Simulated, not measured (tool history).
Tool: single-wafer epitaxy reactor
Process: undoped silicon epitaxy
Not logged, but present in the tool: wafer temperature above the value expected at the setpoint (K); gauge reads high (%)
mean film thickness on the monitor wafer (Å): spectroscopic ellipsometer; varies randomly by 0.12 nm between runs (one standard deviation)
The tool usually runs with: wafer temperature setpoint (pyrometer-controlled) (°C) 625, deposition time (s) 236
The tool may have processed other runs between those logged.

run	hour	wafer temperature setpoint (pyrometer-controlled) (°C)	deposition time (s)	wafers since the last listed run	hours since the last pyrometer calibration	hours since the gauge calibration	read-back reference wafer on the same gauge, thickness_nm	mean film thickness on the monitor wafer (Å)
1	0	625	205	0	1994.6	478.6	25.408	220.28
2	56.9	625	205	303	2051.5	535.5	25.417	221.45
3	100.3	625	205	231	2094.9	578.9	25.421	223.36
4	276.4	625	253	939	2271	755	25.409	275.6
5	344	625	253	360	2338.6	822.6	25.431	277.63
6	369.2	625	236	134	2363.8	847.8	25.411	259.94
7	396.7	625	236	146	2391.3	875.3	25.446	258.87
8	468.7	613	236	384	2463.3	947.3	25.416	189.47
9	520.3	613	236	275	2514.9	998.9	25.378	188.9
10	578.8	613	236	312	2573.4	1057.4	25.458	190.01
# hour 601.1: pyrometer calibrated
11	616	625	236	155	14.9	1094.6	25.405	225.16
12	666.4	636	220	268	65.3	1145	25.395	278.74
13	721.5	625	199	293	120.4	1200.1	25.413	190.2
14	749	625	236	146	147.9	1227.6	25.371	226.45
15	787.8	625	236	207	186.7	1266.4	25.332	224.45
16	870.8	614	248	442	269.7	1349.4	25.409	179.63
# hour 914.4: gauge calibrated
17	925.2	636	220	290	324.1	10.8	25.405	281.43
18	994.4	617	236	369	393.3	80	25.404	185.19
19	1054.1	633	265	318	453	139.7	25.403	319.31
20	1158.2	625	236	555	557.1	243.8	25.386	231
21	1198.9	635	283	217	597.8	284.5	25.403	355.92
22	1238.7	629	236	212	637.6	324.3	25.401	255.65
23	1309.3	613	236	376	708.2	394.9	25.41	167.74

Hidden state, per run?
gauge reads high (%): 0 across all the runs
H1: wafer temperature above the value expected at the setpoint (K)
run	H1
1	4.32
2	4.43
3	4.52
4	4.86
5	5
6	5.04
7	5.1
8	5.24
9	5.34
10	5.46
11	-0.488
12	-0.389
13	-0.28
14	-0.226
15	-0.15
16	0.0137
17	0.121
18	0.257
19	0.374
20	0.579
21	0.659
22	0.738
23	0.877

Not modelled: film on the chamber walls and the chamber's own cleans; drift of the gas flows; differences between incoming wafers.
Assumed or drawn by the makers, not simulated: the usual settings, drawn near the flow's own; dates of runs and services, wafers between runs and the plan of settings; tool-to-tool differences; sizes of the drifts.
